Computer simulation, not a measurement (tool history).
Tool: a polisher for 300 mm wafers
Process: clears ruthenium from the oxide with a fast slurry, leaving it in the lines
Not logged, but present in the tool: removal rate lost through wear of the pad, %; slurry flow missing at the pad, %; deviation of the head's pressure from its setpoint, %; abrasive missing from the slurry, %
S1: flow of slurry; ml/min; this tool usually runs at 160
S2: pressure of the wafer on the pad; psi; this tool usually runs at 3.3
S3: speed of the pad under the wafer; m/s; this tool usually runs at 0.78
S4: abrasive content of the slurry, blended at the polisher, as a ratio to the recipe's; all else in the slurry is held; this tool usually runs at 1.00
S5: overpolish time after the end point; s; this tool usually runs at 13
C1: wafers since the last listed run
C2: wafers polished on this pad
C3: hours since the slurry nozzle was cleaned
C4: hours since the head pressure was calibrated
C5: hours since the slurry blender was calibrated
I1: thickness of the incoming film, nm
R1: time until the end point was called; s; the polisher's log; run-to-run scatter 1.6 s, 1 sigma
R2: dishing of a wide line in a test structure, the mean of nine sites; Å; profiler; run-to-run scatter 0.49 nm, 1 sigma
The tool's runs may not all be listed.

run   hour   S1   S2    S3    S4  S5   C1    C2     C3     C4     C5     I1     R1   R2
  1    0.0  160  3.3  0.78  1.00  13    0   984  260.0  339.6  391.2  312.5   87.7  390
       7.8  -- slurry nozzle cleaned
  2   39.9  160  3.3  0.78  1.00  13  263  1248   32.1  379.5  431.1  303.4   84.4  381
      52.5  -- slurry blender recalibrated
      76.2  -- worn pad replaced by a new one
  3   88.5  160  3.3  0.78  1.00  13  288    83   80.7  428.1   36.0  310.6   84.8  404
  4  114.9  160  3.3  0.78  1.00  13  179   262  107.1  454.5   62.4  306.8   83.0  396
  5  175.6  160  3.3  0.78  1.00  13  411   674  167.8  515.2  123.1  311.5   83.3  403
  6  242.6  160  3.3  0.78  1.00  13  454  1128  234.8  582.2  190.1  310.0   88.8  382
     250.0  -- slurry nozzle cleaned
     250.8  -- head pressure recalibrated
  7  288.4  160  3.7  0.78  1.00  13  298  1426   38.4   37.6  235.9  309.9   83.8  406
     328.5  -- worn pad replaced by a new one
  8  329.0  125  2.5  0.78  1.00  13  248     3   79.0   78.2  276.5  305.6  113.6  307
  9  384.9  125  2.5  0.78  1.00  13  379   382  134.9  134.1  332.4  306.6  107.0  303
 10  437.5  125  2.5  0.78  1.00  13  356   739  187.5  186.7  385.0  309.5  112.0  302
     504.6  -- slurry blender recalibrated
     505.0  -- slurry nozzle cleaned
 11  505.5  160  3.3  0.78  1.00  13  445  1184    0.5  254.7    0.9  305.7   87.0  389
 12  531.3  190  2.5  0.78  1.00  19  174  1359   26.3  280.5   26.7  310.1  115.3  420
 13  561.4  160  3.3  0.78  1.00  13  204  1563   56.4  310.6   56.8  305.5   89.4  371
     601.0  -- worn pad replaced by a new one
 14  613.6  160  3.3  0.78  1.00  13  326    85  108.6  362.8  109.0  312.8   84.6  408
 15  676.3  210  3.3  0.56  0.85  20  425   510  171.3  425.5  171.7  307.8  124.0  419
 16  726.0  200  2.5  1.02  1.00  13  337   847  221.0  475.2  221.4  307.2   83.6  392
     770.5  -- slurry nozzle cleaned
 17  797.0  160  3.3  0.78  1.00  13  474  1322   26.5  546.2  292.4  310.1   92.3  370

Forecast run 18:
     842.8  -- head pressure recalibrated
     856.0  -- worn pad replaced by a new one
 18  866.7  110  3.3  1.04  1.15  10  432  72  96.2  23.9  362.1  312.3   ?   ?

R1: 60.6 s
R2: 422 Å
Had the tool carried no hidden state, the very same run would have given R1 60.2 s, R2 424 Å.

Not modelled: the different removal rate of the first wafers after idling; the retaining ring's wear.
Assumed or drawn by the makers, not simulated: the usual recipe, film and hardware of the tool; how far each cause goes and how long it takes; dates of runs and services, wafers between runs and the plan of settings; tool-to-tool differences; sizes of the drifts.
